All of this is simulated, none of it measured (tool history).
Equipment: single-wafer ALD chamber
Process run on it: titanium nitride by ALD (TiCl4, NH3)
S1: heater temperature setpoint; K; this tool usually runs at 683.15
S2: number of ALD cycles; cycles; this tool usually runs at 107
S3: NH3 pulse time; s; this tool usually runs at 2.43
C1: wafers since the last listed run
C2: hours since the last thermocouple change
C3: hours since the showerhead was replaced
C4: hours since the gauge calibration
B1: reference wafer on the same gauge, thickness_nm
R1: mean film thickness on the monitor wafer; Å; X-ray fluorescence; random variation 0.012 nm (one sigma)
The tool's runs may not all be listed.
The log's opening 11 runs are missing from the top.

run 12 day=9.383 | S1=683.15 S2=107 S3=2.43 | C1=58 C2=882.9 C3=6068.0 C4=113.1 | B1=2.692 | R1=23.15
run 13 day=10.312 | S1=683.15 S2=107 S3=2.43 | C1=66 C2=905.2 C3=6090.3 C4=135.4 | B1=2.694 | R1=23.00
run 14 day=11.321 | S1=683.15 S2=107 S3=2.43 | C1=72 C2=929.4 C3=6114.5 C4=159.6 | B1=2.696 | R1=23.10
run 15 day=12.062 | S1=683.15 S2=107 S3=2.43 | C1=53 C2=947.2 C3=6132.3 C4=177.4 | B1=2.704 | R1=23.08
run 16 day=15.800 | S1=683.15 S2=107 S3=2.43 | C1=268 C2=1036.9 C3=6222.0 C4=267.1 | B1=2.712 | R1=23.17
run 17 day=16.733 | S1=683.15 S2=107 S3=2.43 | C1=67 C2=1059.3 C3=6244.4 C4=289.5 | B1=2.716 | R1=23.23
run 18 day=17.804 | S1=689.15 S2=107 S3=2.43 | C1=76 C2=1085.0 C3=6270.1 C4=315.2 | B1=2.717 | R1=23.34
run 19 day=18.883 | S1=683.15 S2=107 S3=3.00 | C1=77 C2=1110.9 C3=6296.0 C4=341.1 | B1=2.714 | R1=23.59
run 20 day=20.192 | S1=683.15 S2=120 S3=3.15 | C1=93 C2=1142.3 C3=6327.4 C4=372.5 | B1=2.716 | R1=26.43
run 21 day=21.325 | S1=683.15 S2=107 S3=2.43 | C1=81 C2=1169.5 C3=6354.6 C4=399.7 | B1=2.720 | R1=23.55
run 22 day=21.979 | S1=691.15 S2=125 S3=2.43 | C1=46 C2=1185.2 C3=6370.3 C4=415.4 | B1=2.725 | R1=27.37

Estimate the outcome of run 23 from the log above:
-- day=23.238 thermocouple changed; heater temperature recalibrated
run 23 day=23.258 | S1=693.15 S2=124 S3=1.80 | C1=67 C2=0.5 C3=6401.0 C4=446.1 | B1=? | R1=?

B1: 2.725
R1: 26.86 Å
If the tool had no hidden condition, the same run with the same run-to-run variation would have returned R1 26.24 Å.

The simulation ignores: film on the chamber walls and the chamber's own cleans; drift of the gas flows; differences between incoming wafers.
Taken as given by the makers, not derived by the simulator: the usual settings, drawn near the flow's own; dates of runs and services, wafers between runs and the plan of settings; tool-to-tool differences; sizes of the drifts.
